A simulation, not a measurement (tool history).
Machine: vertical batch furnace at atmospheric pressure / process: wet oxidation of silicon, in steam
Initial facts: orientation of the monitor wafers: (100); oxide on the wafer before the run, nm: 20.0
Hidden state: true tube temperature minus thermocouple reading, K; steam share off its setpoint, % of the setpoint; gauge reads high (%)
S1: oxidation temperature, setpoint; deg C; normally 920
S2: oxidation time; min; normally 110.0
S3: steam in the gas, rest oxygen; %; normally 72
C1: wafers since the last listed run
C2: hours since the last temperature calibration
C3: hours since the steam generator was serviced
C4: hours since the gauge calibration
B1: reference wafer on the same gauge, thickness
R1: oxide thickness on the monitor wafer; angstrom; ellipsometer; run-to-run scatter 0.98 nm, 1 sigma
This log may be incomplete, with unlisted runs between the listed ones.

run 1 day=0.000 | S1=920 S2=110.0 S3=72 | C1=0 C2=1036.0 C3=2985.0 C4=893.2 | B1=300.12 | R1=2686.6
run 2 day=1.625 | S1=920 S2=110.0 S3=72 | C1=524 C2=1075.0 C3=3024.0 C4=932.2 | B1=299.97 | R1=2708.0
run 3 day=4.617 | S1=920 S2=110.0 S3=72 | C1=964 C2=1146.8 C3=3095.8 C4=1004.0 | B1=299.97 | R1=2683.7
run 4 day=5.638 | S1=920 S2=110.0 S3=72 | C1=329 C2=1171.3 C3=3120.3 C4=1028.5 | B1=300.41 | R1=2693.7
run 5 day=7.008 | S1=920 S2=110.0 S3=72 | C1=442 C2=1204.2 C3=3153.2 C4=1061.4 | B1=300.07 | R1=2706.2
run 6 day=11.138 | S1=920 S2=138.0 S3=72 | C1=1331 C2=1303.3 C3=3252.3 C4=1160.5 | B1=299.83 | R1=3183.8
run 7 day=13.208 | S1=920 S2=138.0 S3=72 | C1=667 C2=1353.0 C3=3302.0 C4=1210.2 | B1=300.17 | R1=3194.4
run 8 day=14.433 | S1=913 S2=110.0 S3=72 | C1=395 C2=1382.4 C3=3331.4 C4=1239.6 | B1=299.93 | R1=2498.8
run 9 day=16.146 | S1=909 S2=110.0 S3=72 | C1=552 C2=1423.5 C3=3372.5 C4=1280.7 | B1=300.41 | R1=2401.8
run 10 day=17.404 | S1=920 S2=110.0 S3=72 | C1=405 C2=1453.7 C3=3402.7 C4=1310.9 | B1=300.24 | R1=2696.1
run 11 day=18.450 | S1=920 S2=110.0 S3=72 | C1=337 C2=1478.8 C3=3427.8 C4=1336.0 | B1=299.92 | R1=2683.0
run 12 day=20.883 | S1=920 S2=110.0 S3=72 | C1=784 C2=1537.2 C3=3486.2 C4=1394.4 | B1=299.93 | R1=2687.3
run 13 day=23.583 | S1=920 S2=110.0 S3=72 | C1=870 C2=1602.0 C3=3551.0 C4=1459.2 | B1=299.52 | R1=2678.8
-- day=25.758 steam generator serviced
run 14 day=26.388 | S1=920 S2=110.0 S3=72 | C1=581 C2=1669.3 C3=15.1 C4=1526.5 | B1=299.89 | R1=2676.6
-- day=26.775 gauge calibrated
run 15 day=27.871 | S1=920 S2=110.0 S3=72 | C1=478 C2=1704.9 C3=50.7 C4=26.3 | B1=300.07 | R1=2681.3
run 16 day=32.779 | S1=931 S2=110.0 S3=72 | C1=1582 C2=1822.7 C3=168.5 C4=144.1 | B1=300.02 | R1=2976.5
run 17 day=34.204 | S1=909 S2=110.0 S3=72 | C1=459 C2=1856.9 C3=202.7 C4=178.3 | B1=299.82 | R1=2406.1
run 18 day=35.612 | S1=920 S2=154.5 S3=72 | C1=454 C2=1890.7 C3=236.5 C4=212.1 | B1=299.96 | R1=3469.0
run 19 day=37.658 | S1=930 S2=67.0 S3=64 | C1=659 C2=1939.8 C3=285.6 C4=261.2 | B1=299.60 | R1=1844.3
run 20 day=39.167 | S1=920 S2=139.5 S3=72 | C1=486 C2=1976.0 C3=321.8 C4=297.4 | B1=300.48 | R1=3219.8
run 21 day=41.942 | S1=920 S2=110.0 S3=72 | C1=894 C2=2042.6 C3=388.4 C4=364.0 | B1=299.51 | R1=2690.2
-- day=43.842 thermocouples replaced and temperature profile calibrated
run 22 day=43.862 | S1=920 S2=138.0 S3=72 | C1=296 C2=0.5 C3=434.5 C4=410.1 | B1=299.64 | R1=3190.7
run 23 day=45.017 | S1=910 S2=132.0 S3=72 | C1=372 C2=28.2 C3=462.2 C4=437.8 | B1=300.20 | R1=2806.3
run 24 day=46.304 | S1=920 S2=110.0 S3=72 | C1=415 C2=59.1 C3=493.1 C4=468.7 | B1=300.35 | R1=2684.7
run 25 day=47.996 | S1=941 S2=92.0 S3=62 | C1=545 C2=99.7 C3=533.7 C4=509.3 | B1=300.05 | R1=2546.0
run 26 day=50.979 | S1=920 S2=110.0 S3=72 | C1=962 C2=171.3 C3=605.3 C4=580.9 | B1=300.22 | R1=2680.2
run 27 day=52.338 | S1=920 S2=134.0 S3=72 | C1=438 C2=203.9 C3=637.9 C4=613.5 | B1=300.49 | R1=3128.7
run 28 day=53.450 | S1=920 S2=110.0 S3=72 | C1=358 C2=230.6 C3=664.6 C4=640.2 | B1=299.72 | R1=2689.4
run 29 day=54.992 | S1=931 S2=59.0 S3=84 | C1=497 C2=267.6 C3=701.6 C4=677.2 | B1=300.47 | R1=2083.1
run 30 day=56.333 | S1=920 S2=110.0 S3=75 | C1=432 C2=299.8 C3=733.8 C4=709.4 | B1=300.10 | R1=2749.7
run 31 day=58.408 | S1=920 S2=89.5 S3=63 | C1=669 C2=349.6 C3=783.6 C4=759.2 | B1=299.85 | R1=2056.0

4 ways to go on from here, each from the tool as it stands after run 31. What would each give?
run A day=58.642 | S1=920 S2=110.0 S3=72 | C1=75 C2=355.2 C3=789.2 C4=764.8 | B1=? | R1=?
run B day=58.642 | S1=896 S2=110.0 S3=78 | C1=75 C2=355.2 C3=789.2 C4=764.8 | B1=? | R1=?
run C day=58.642 | S1=941 S2=137.5 S3=64 | C1=75 C2=355.2 C3=789.2 C4=764.8 | B1=? | R1=?
run D day=58.642 | S1=920 S2=144.0 S3=72 | C1=75 C2=355.2 C3=789.2 C4=764.8 | B1=? | R1=?

run=A B1=299.46 R1=2690.8
run=B B1=299.46 R1=2200.3
run=C B1=299.46 R1=3519.3
run=D B1=299.46 R1=3306.2
Without the tool's unlogged condition, the same runs would have read:
run=A R1=2690.8
run=B R1=2200.3
run=C R1=3519.3
run=D R1=3306.2
